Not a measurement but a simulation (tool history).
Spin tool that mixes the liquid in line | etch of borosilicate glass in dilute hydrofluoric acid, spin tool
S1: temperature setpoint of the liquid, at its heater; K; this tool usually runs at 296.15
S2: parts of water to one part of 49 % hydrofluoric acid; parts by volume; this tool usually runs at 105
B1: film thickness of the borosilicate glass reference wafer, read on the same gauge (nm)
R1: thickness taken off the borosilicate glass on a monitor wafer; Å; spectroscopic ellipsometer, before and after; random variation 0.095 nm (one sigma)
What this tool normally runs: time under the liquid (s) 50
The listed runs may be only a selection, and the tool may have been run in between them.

run 1 hour=0.0 | S1=296.15 S2=105 time_under_the_liquid_(s)=50 | B1=79.98 | R1=152.0
run 2 hour=11.3 | S1=296.15 S2=105 time_under_the_liquid_(s)=50 | B1=80.02 | R1=151.9
run 3 hour=18.6 | S1=296.15 S2=105 time_under_the_liquid_(s)=50 | B1=80.00 | R1=148.8
run 4 hour=32.3 | S1=296.15 S2=105 time_under_the_liquid_(s)=50 | B1=80.01 | R1=150.6
run 5 hour=39.8 | S1=296.15 S2=105 time_under_the_liquid_(s)=50 | B1=80.00 | R1=148.8
run 6 hour=46.6 | S1=297.15 S2=105 time_under_the_liquid_(s)=50 | B1=79.99 | R1=157.5
run 7 hour=60.6 | S1=297.15 S2=105 time_under_the_liquid_(s)=50 | B1=80.00 | R1=157.3
run 8 hour=76.6 | S1=296.15 S2=105 time_under_the_liquid_(s)=50 | B1=80.03 | R1=149.5
run 9 hour=86.5 | S1=296.15 S2=105 time_under_the_liquid_(s)=50 | B1=80.00 | R1=150.0
run 10 hour=103.1 | S1=293.65 S2=105 time_under_the_liquid_(s)=50 | B1=80.06 | R1=134.6
run 11 hour=114.9 | S1=293.65 S2=105 time_under_the_liquid_(s)=50 | B1=80.04 | R1=133.3
-- hour=126.8 gauge calibrated
run 12 hour=129.2 | S1=301.15 S2=135 time_under_the_liquid_(s)=50 | B1=80.03 | R1=136.6
run 13 hour=143.1 | S1=296.15 S2=105 time_under_the_liquid_(s)=50 | B1=80.02 | R1=149.6
run 14 hour=155.8 | S1=300.65 S2=150 time_under_the_liquid_(s)=50 | B1=80.03 | R1=117.5
-- hour=157.3 hydrofluoric acid flow meter replaced
run 15 hour=166.0 | S1=300.15 S2=80 time_under_the_liquid_(s)=70 | B1=80.01 | R1=332.7
run 16 hour=179.2 | S1=296.15 S2=105 time_under_the_liquid_(s)=50 | B1=79.99 | R1=147.4
run 17 hour=188.7 | S1=296.15 S2=105 time_under_the_liquid_(s)=50 | B1=79.99 | R1=149.0
run 18 hour=202.0 | S1=296.15 S2=105 time_under_the_liquid_(s)=30 | B1=80.03 | R1=89.9
-- hour=210.5 thermometer replaced
run 19 hour=219.3 | S1=296.15 S2=135 time_under_the_liquid_(s)=35 | B1=79.95 | R1=74.4
run 20 hour=236.4 | S1=300.65 S2=130 time_under_the_liquid_(s)=70 | B1=80.05 | R1=185.6
-- hour=252.5 thermometer replaced, repeated, since the last time left the tool worse
run 21 hour=276.7 | S1=298.65 S2=60 time_under_the_liquid_(s)=75 | B1=80.02 | R1=487.7
run 22 hour=294.0 | S1=293.65 S2=105 time_under_the_liquid_(s)=50 | B1=79.99 | R1=144.1
run 23 hour=310.6 | S1=294.15 S2=80 time_under_the_liquid_(s)=70 | B1=80.02 | R1=278.8

For some of the steps in R1 from one run to the next: how much would appear even if the tool had no hidden state, given the settings, what came in and random variation, and how much remains for the hidden state plus any gauge scatter that the measured result and the result without hidden state don't share?
Hidden conditions of the tool in this case: liquid colder than its thermometer reads (K); hydrofluoric acid flow below the setpoint (%); gauge reads high (%).
Run 14 -> 15: S1 300.65 -> 300.15, S2 150 -> 80, time under the liquid (s) 50 -> 70, hydrofluoric acid flow meter replaced. R1 +215.2 Å: hidden state -17.1, all else +232.3.
Run 20 -> 21: S1 300.65 -> 298.65, S2 130 -> 60, time under the liquid (s) 70 -> 75, thermometer replaced, repeated, since the last time left the tool worse. R1 +302.1 Å: hidden state +22.4, all else +279.7.
Run 21 -> 22: S1 298.65 -> 293.65, S2 60 -> 105, time under the liquid (s) 75 -> 50. R1 -343.6 Å: hidden state +1.1, all else -344.7.

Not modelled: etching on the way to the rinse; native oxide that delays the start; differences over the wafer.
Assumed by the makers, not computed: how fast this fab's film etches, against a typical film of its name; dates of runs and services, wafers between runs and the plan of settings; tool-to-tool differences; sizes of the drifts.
